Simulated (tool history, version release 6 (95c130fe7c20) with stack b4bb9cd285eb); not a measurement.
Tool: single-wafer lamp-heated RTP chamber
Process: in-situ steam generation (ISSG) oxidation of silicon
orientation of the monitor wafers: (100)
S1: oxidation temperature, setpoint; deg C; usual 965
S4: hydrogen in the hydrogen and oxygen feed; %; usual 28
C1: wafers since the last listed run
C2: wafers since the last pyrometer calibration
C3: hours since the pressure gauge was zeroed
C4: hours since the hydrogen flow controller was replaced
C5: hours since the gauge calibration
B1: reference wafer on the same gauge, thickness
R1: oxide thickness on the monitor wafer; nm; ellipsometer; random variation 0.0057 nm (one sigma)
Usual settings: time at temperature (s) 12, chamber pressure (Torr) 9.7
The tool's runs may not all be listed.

Run 1, hour 0.0: usual settings but time at temperature (s) 9; C1 0; C2 6214; C3 3282.3; C4 5681.8; C5 982.1; B1 3.669. Result: R1 3.434 nm.
At hour 118.0: pyrometer window cleaned and pyrometer calibrated.
Run 2, hour 297.5: usual settings but S1 959 deg C; C1 3651; C2 2264; C3 3579.8; C4 5979.3; C5 1279.6; B1 3.671. Result: R1 3.739 nm.
Run 3, hour 381.0: usual settings but S1 959 deg C; C1 1053; C2 3317; C3 3663.3; C4 6062.8; C5 1363.1; B1 3.668. Result: R1 3.750 nm.
Run 4, hour 471.0: usual settings but S1 959 deg C; C1 1135; C2 4452; C3 3753.3; C4 6152.8; C5 1453.1; B1 3.671. Result: R1 3.750 nm.
Run 5, hour 543.8: usual settings; C1 918; C2 5370; C3 3826.1; C4 6225.6; C5 1525.9; B1 3.670. Result: R1 3.827 nm.
Run 6, hour 587.6: usual settings; C1 552; C2 5923; C3 3869.9; C4 6269.4; C5 1569.7; B1 3.671. Result: R1 3.817 nm.
At hour 607.0: gauge calibrated.
At hour 644.7: pyrometer window cleaned and pyrometer calibrated.
Run 7, hour 645.2: usual settings; C1 625; C2 6; C3 3927.5; C4 6327.0; C5 38.2; B1 3.669. Result: R1 3.783 nm.
Run 8, hour 718.7: usual settings; C1 927; C2 933; C3 4001.0; C4 6400.5; C5 111.7; B1 3.670. Result: R1 3.803 nm.
At hour 738.7: pressure gauge zeroed.
At hour 765.3: hydrogen flow controller replaced.
Run 9, hour 927.9: usual settings but chamber pressure (Torr) 10.2; C1 2436; C2 3370; C3 189.2; C4 162.6; C5 320.9; B1 3.671. Result: R1 3.764 nm.
Run 10, hour 972.0: usual settings; C1 556; C2 3926; C3 233.3; C4 206.7; C5 365.0; B1 3.668. Result: R1 3.822 nm.
Run 11, hour 1070.7: usual settings; C1 1244; C2 5171; C3 332.0; C4 305.4; C5 463.7; B1 3.672. Result: R1 3.824 nm.
Run 12, hour 1123.2: usual settings but S1 975 deg C, time at temperature (s) 13, S4 22 %; C1 662; C2 5833; C3 384.5; C4 357.9; C5 516.2; B1 3.670. Result: R1 3.840 nm.
Run 13, hour 1221.9: usual settings but S1 981 deg C, time at temperature (s) 14, S4 19 %; C1 1244; C2 7078; C3 483.2; C4 456.6; C5 614.9; B1 3.670. Result: R1 3.926 nm.
At hour 1251.2: pyrometer window cleaned and pyrometer calibrated.
Run 14, hour 1293.5: usual settings but time at temperature (s) 13; C1 802; C2 533; C3 554.8; C4 528.2; C5 686.5; B1 3.669. Result: R1 3.903 nm.
Run 15, hour 1333.1: usual settings but S1 981 deg C; C1 499; C2 1032; C3 594.4; C4 567.8; C5 726.1; B1 3.669. Result: R1 3.972 nm.
Run 16, hour 1397.2: usual settings but S1 959 deg C; C1 808; C2 1841; C3 658.5; C4 631.9; C5 790.2; B1 3.667. Result: R1 3.739 nm.
Run 17, hour 1490.9: usual settings but S1 955 deg C, time at temperature (s) 16, chamber pressure (Torr) 10.2, S4 23 %; C1 1181; C2 3023; C3 752.2; C4 725.6; C5 883.9; B1 3.671. Result: R1 3.907 nm.
Run 18, hour 1577.7: usual settings; C1 1094; C2 4118; C3 839.0; C4 812.4; C5 970.7; B1 3.671. Result: R1 3.820 nm.
Run 19, hour 1639.0: usual settings but S4 32 %; C1 773; C2 4891; C3 900.3; C4 873.7; C5 1032.0; B1 3.671. Result: R1 3.947 nm.
At hour 1723.8: pyrometer window cleaned and pyrometer calibrated.
Run 20, hour 1724.3: usual settings; C1 975; C2 6; C3 985.6; C4 959.0; C5 1117.3; B1 3.673. Result: R1 3.781 nm.
Run 21, hour 1766.9: usual settings but time at temperature (s) 15; C1 537; C2 544; C3 1028.2; C4 1001.6; C5 1159.9; B1 3.670. Result: R1 4.138 nm.
Run 22, hour 1823.0: usual settings but time at temperature (s) 15, chamber pressure (Torr) 9.2; C1 707; C2 1251; C3 1084.3; C4 1057.7; C5 1216.0; B1 3.670. Result: R1 4.178 nm.
Run 23, hour 1903.0: usual settings but S1 957 deg C, S4 32 %; C1 1009; C2 2260; C3 1164.3; C4 1137.7; C5 1296.0; B1 3.672. Result: R1 3.844 nm.

Hidden state at the last listed run before each entry between runs and at the first one after, where it differs:
Between runs 1 and 2: pyrometer window cleaned and pyrometer calibrated (hour 118.0)
  true wafer temperature minus pyrometer reading, K: 4.71 -> 2.15
  measured less the result without the state, R1: +0.038 -> +0.021 nm
Between runs 6 and 7: gauge calibrated (hour 607.0); pyrometer window cleaned and pyrometer calibrated (hour 644.7)
  true wafer temperature minus pyrometer reading, K: 4.81 -> 0.647
  measured less the result without the state, R1: +0.050 -> +0.007 nm
Between runs 8 and 9: pressure gauge zeroed (hour 738.7); hydrogen flow controller replaced (hour 765.3)
  true wafer temperature minus pyrometer reading, K: 1.32 -> 3.23
  measured less the result without the state, R1: +0.013 -> +0.033 nm
Between runs 13 and 14: pyrometer window cleaned and pyrometer calibrated (hour 1251.2)
  true wafer temperature minus pyrometer reading, K: 5.92 -> 1.17
  measured less the result without the state, R1: +0.075 -> +0.012 nm
Between runs 19 and 20: pyrometer window cleaned and pyrometer calibrated (hour 1723.8)
  true wafer temperature minus pyrometer reading, K: 4.33 -> 0.161
  measured less the result without the state, R1: +0.046 -> +0.001 nm

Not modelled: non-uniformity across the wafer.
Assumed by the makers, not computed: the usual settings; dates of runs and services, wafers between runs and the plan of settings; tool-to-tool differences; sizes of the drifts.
